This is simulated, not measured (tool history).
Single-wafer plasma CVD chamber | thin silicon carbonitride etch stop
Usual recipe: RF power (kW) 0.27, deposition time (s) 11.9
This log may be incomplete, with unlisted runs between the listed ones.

run,hour,RF power (kW),deposition time (s),"read-back reference wafer on the same gauge, thickness_nm",mean film thickness on the monitor wafer (angstrom)
1,0,0.27,10.4,7.881,67.13
2,25.3,0.27,11.9,7.88,76.86
3,50.9,0.27,11.9,7.882,76.99
4,85.8,0.27,11.9,7.879,76.83
5,112.9,0.27,13.8,7.877,89.16
6,135.9,0.27,11.9,7.882,76.68
7,148,0.27,11.9,7.88,76.65
8,182.7,0.27,11.9,7.882,76.53
9,207.9,0.27,11.9,7.885,76.78
10,235.7,0.27,11.9,7.875,76.74
11,252.7,0.24,11.9,7.879,74.57
12,268.2,0.24,11.9,7.878,74.39
# hour 288.7: thermocouple changed; heater temperature recalibrated
13,300.2,0.27,11.9,7.884,76.69
14,330.2,0.27,11.9,7.881,76.69
15,355.5,0.27,11.9,7.878,76.64
16,377,0.27,11.9,7.879,76.53
# hour 395: gauge calibrated
17,401.7,0.27,11.9,7.881,76.44
18,434.4,0.27,11.9,7.883,76.75
# hour 449.5: showerhead replaced
19,460.1,0.24,12.8,7.88,79.96
20,483.9,0.24,9.6,7.878,59.91
21,496.9,0.325,13.6,7.88,91.45
22,515.2,0.31,12.8,7.882,85.13
23,567.6,0.31,9.5,7.881,63.2
24,592,0.32,11.3,7.878,75.78
# hour 602.4: RF generator calibrated
25,604.2,0.27,13.4,7.878,87.61
26,623.1,0.27,10.4,7.876,68.03
27,638.2,0.3,12.6,7.879,84.61
28,654.3,0.25,11.9,7.88,76.2
29,686.1,0.22,11.9,7.881,73.9
30,713.5,0.305,13,7.883,87.59
31,733.2,0.3,13.2,7.883,88.51
32,746.4,0.25,9.6,7.885,61.5
33,770.3,0.27,10.4,7.877,67.8
34,795.4,0.29,11.9,7.881,79.22
35,829.8,0.24,11.9,7.883,75.4
36,861.3,0.305,13.7,7.875,92.21

State the hidden condition of the tool at each of the runs:
wafer temperature above the value expected at the setpoint (K): 0 across all the runs
gauge reads high (%): 0 across all the runs
H1: delivered RF power above the setpoint (%)
run,H1
1,-5.21
2,-5.29
3,-5.37
4,-5.47
5,-5.56
6,-5.63
7,-5.67
8,-5.77
9,-5.85
10,-5.94
11,-5.99
12,-6.04
13,-6.14
14,-6.23
15,-6.31
16,-6.38
17,-6.45
18,-6.55
19,-6.63
20,-6.71
21,-6.75
22,-6.81
23,-6.97
24,-7.04
25,-0.529
26,-0.588
27,-0.635
28,-0.685
29,-0.783
30,-0.868
31,-0.929
32,-0.97
33,-1.04
34,-1.12
35,-1.23
36,-1.33
